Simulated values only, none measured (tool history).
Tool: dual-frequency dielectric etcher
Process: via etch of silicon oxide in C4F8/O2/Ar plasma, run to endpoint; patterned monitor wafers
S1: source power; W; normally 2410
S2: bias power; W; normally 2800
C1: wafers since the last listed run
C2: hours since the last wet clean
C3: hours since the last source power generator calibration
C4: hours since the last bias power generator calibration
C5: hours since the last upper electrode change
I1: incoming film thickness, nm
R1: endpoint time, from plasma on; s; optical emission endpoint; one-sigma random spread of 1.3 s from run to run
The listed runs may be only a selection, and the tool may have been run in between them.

run,day,S1,S2,C1,C2,C3,C4,C5,I1,R1
1,0,2410,3088,0,15.6,3130.6,3197.6,2357.4,1476.8,273.6
2,1.3,2410,3088,190,46.8,3161.8,3228.8,2388.6,1478.8,270.6
3,2.362,2850,3134,155,72.3,3187.3,3254.3,2414.1,1471.8,250.4
4,5.204,2850,3134,415,140.5,3255.5,3322.5,2482.3,1475.2,252.8
5,7.2,2410,2800,291,188.4,3303.4,3370.4,2530.2,1452,281.4
6,8.238,2410,2800,151,213.3,3328.3,3395.3,2555.1,1473.9,284.8
7,10.358,2410,2800,310,264.2,3379.2,3446.2,2606,1477.1,287.9
8,13.3,2410,2800,430,334.8,3449.8,3516.8,2676.6,1471.4,285.8
9,15.383,2410,2800,304,384.8,3499.8,3566.8,2726.6,1468.8,287.6
10,16.75,2280,2328,199,417.6,3532.6,3599.6,2759.4,1482.8,318.1
# day 20.767: wet clean of the chamber
11,20.788,2980,3093,444,0.5,3629.5,3696.5,2856.3,1479,250
12,22.488,2650,2415,248,41.3,3670.3,3737.3,2897.1,1457.2,283.6
# day 25.388: source power generator calibrated
13,25.408,2410,2800,402,111.4,0.5,3807.4,2967.2,1479.6,284.5
14,28.025,2090,3327,382,174.2,63.3,3870.2,3030,1482,286.6
# day 31.675: upper electrode replaced, of another model than before
15,31.696,1930,3415,390,262.3,151.4,3958.3,0.5,1460.1,263.5
# day 34.579: bias power generator calibrated
16,38.017,2410,3396,899,414,303.1,82.5,152.2,1473.6,258.4
17,39.858,2410,2800,269,458.2,347.3,126.7,196.4,1467.1,289
18,41.667,1860,2323,264,501.6,390.7,170.1,239.8,1470.1,344.2
# day 44.938: wet clean of the chamber
19,44.958,2410,2800,335,0.5,469.7,249.1,318.8,1494.4,284.8
20,45.338,2940,2990,55,9.6,478.8,258.2,327.9,1481.5,261.2

What differs in the tool's unlogged condition from the final listed run ahead of each entry between runs to the first listed run following it?
Runs 10 to 11: wet clean of the chamber (day 20.767)
  etch rate over this chamber's usual, %: -1.8 -> 0.267
  what was measured, less what the result would be without the hidden state, R1: +5.7 -> -0.7 s
Runs 12 to 13: source power generator calibrated (day 25.388)
  etch rate over this chamber's usual, %: 0.062 -> -0.29
  what was measured, less what the result would be without the hidden state, R1: -0.2 -> +0.8 s
Runs 14 to 15: upper electrode replaced, of another model than before (day 31.675)
  etch rate over this chamber's usual, %: -0.606 -> -1.05
  what was measured, less what the result would be without the hidden state, R1: +1.7 -> +2.8 s
Runs 15 to 16: bias power generator calibrated (day 34.579)
  etch rate over this chamber's usual, %: -1.05 -> -1.81
  what was measured, less what the result would be without the hidden state, R1: +2.8 -> +4.7 s
Runs 18 to 19: wet clean of the chamber (day 44.938)
  etch rate over this chamber's usual, %: -2.25 -> -0.17
  what was measured, less what the result would be without the hidden state, R1: +7.8 -> +0.5 s
